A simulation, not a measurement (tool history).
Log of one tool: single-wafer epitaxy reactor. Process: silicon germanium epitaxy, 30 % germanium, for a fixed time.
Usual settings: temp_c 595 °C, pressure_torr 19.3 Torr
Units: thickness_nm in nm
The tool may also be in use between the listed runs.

run    hour  temp_c  pressure_torr  wafers since the last listed run  hours since the last pyrometer calibration  hours since the last manometer calibration  hours since the showerhead was replaced  hours since the gauge calibration  read-back reference wafer on the same gauge, thickness_nm  thickness_nm
  1     0.0     595           19.3                                 0                                      1434.7                                       298.0                                   1728.9                             1092.9                                                     56.564        58.766
  2    69.4     595           19.3                               731                                      1504.1                                       367.4                                   1798.3                             1162.3                                                     56.591        58.687
  3   119.0     595           17.1                               522                                      1553.7                                       417.0                                   1847.9                             1211.9                                                     56.650        56.086
      152.8  -- pyrometer calibrated
  4   154.7     595           17.1                               291                                         1.9                                       452.7                                   1883.6                             1247.6                                                     56.566        56.417
  5   200.7     595           19.3                               484                                        47.9                                       498.7                                   1929.6                             1293.6                                                     56.604        58.099
  6   247.7     595           19.3                               495                                        94.9                                       545.7                                   1976.6                             1340.6                                                     56.607        58.577
  7   296.0     595           19.3                               508                                       143.2                                       594.0                                   2024.9                             1388.9                                                     56.582        58.327
  8   347.5     586           17.7                               542                                       194.7                                       645.5                                   2076.4                             1440.4                                                     56.584        48.290
  9   412.9     595           19.3                               688                                       260.1                                       710.9                                   2141.8                             1505.8                                                     56.603        58.153
 10   440.4     595           17.4                               289                                       287.6                                       738.4                                   2169.3                             1533.3                                                     56.619        56.203
 11   474.9     595           17.4                               363                                       322.1                                       772.9                                   2203.8                             1567.8                                                     56.600        56.044
 12   541.4     595           19.3                               700                                       388.6                                       839.4                                   2270.3                             1634.3                                                     56.570        58.195
 13   579.3     595           19.3                               399                                       426.5                                       877.3                                   2308.2                             1672.2                                                     56.611        57.929
 14   636.4     600           19.3                               601                                       483.6                                       934.4                                   2365.3                             1729.3                                                     56.630        63.806
      805.9  -- gauge calibrated
 15   842.4     600           19.3                              2170                                       689.6                                      1140.4                                   2571.3                               36.5                                                     56.611        63.014
 16   899.1     583           22.0                               597                                       746.3                                      1197.1                                   2628.0                               93.2                                                     56.596        48.369
 17   931.6     595           23.6                               342                                       778.8                                      1229.6                                   2660.5                              125.7                                                     56.608        61.392
 18   959.6     599           20.6                               294                                       806.8                                      1257.6                                   2688.5                              153.7                                                     56.582        63.134
     1015.0  -- capacitance manometer re-zeroed and calibrated
 19  1015.5     595           19.3                               504                                       862.7                                         0.5                                   2744.4                              209.6                                                     56.611        56.332
 20  1071.6     589           15.7                               591                                       918.8                                        56.6                                   2800.5                              265.7                                                     56.632        47.347
 21  1096.0     602           19.3                               257                                       943.2                                        81.0                                   2824.9                              290.1                                                     56.562        64.229
 22  1123.8     595           19.3                               292                                       971.0                                       108.8                                   2852.7                              317.9                                                     56.622        56.265
 23  1180.6     595           19.3                               598                                      1027.8                                       165.6                                   2909.5                              374.7                                                     56.603        56.589
 24  1247.7     595           19.3                               706                                      1094.9                                       232.7                                   2976.6                              441.8                                                     56.584        56.356
 25  1283.6     590           16.4                               378                                      1130.8                                       268.6                                   3012.5                              477.7                                                     56.629        49.165
     1317.9  -- showerhead replaced
 26  1318.4     581           21.8                               282                                      1165.6                                       303.4                                      0.5                              512.5                                                     56.581        45.195
 27  1375.9     595           19.3                               605                                      1223.1                                       360.9                                     58.0                              570.0                                                     56.597        56.130
     1398.9  -- pyrometer calibrated
 28  1441.8     604           24.1                               609                                        42.9                                       426.8                                    123.9                              635.9                                                     56.621        71.116
 29  1485.7     603           19.3                               462                                        86.8                                       470.7                                    167.8                              679.8                                                     56.589        65.414
     1551.0  -- capacitance manometer re-zeroed and calibrated, repeated, since the last time left the tool worse
 30  1551.5     595           19.3                               608                                       152.6                                         0.5                                    233.6                              745.6                                                     56.594        58.511
 31  1723.0     595           19.3                              1806                                       324.1                                       172.0                                    405.1                              917.1                                                     56.566        58.655
 32  1789.1     595           19.3                               696                                       390.2                                       238.1                                    471.2                              983.2                                                     56.582        58.139
 33  1856.3     588           22.8                               707                                       457.4                                       305.3                                    538.4                             1050.4                                                     56.587        54.137
 34  1912.1     591           16.0                               587                                       513.2                                       361.1                                    594.2                             1106.2                                                     56.565        51.034
 35  1963.2     585           20.8                               538                                       564.3                                       412.2                                    645.3                             1157.3                                                     56.581        49.658
 36  1991.6     590           19.3                               299                                       592.7                                       440.6                                    673.7                             1185.7                                                     56.615        53.298

The tool's hidden state at each run:
wafer temperature above the value expected at the setpoint (K): 0 in every run
gauge reads high (%): 0 in every run
H1: true pressure above the setpoint (%)
run       H1
  1    0.718
  2    0.561
  3    0.428
  4    0.323
  5    0.173
  6  0.00601
  7   -0.182
  8   -0.399
  9   -0.702
 10   -0.838
 11    -1.02
 12    -1.38
 13     -1.6
 14    -1.96
 15    -3.41
 16    -3.86
 17    -4.13
 18    -4.37
 19    -9.43
 20    -9.44
 21    -9.46
 22    -9.47
 23    -9.53
 24    -9.62
 25    -9.68
 26    -9.75
 27    -9.88
 28    -10.1
 29    -10.2
 30   0.0659
 31   -0.035
 32   -0.127
 33   -0.252
 34   -0.379
 35   -0.513
 36   -0.596

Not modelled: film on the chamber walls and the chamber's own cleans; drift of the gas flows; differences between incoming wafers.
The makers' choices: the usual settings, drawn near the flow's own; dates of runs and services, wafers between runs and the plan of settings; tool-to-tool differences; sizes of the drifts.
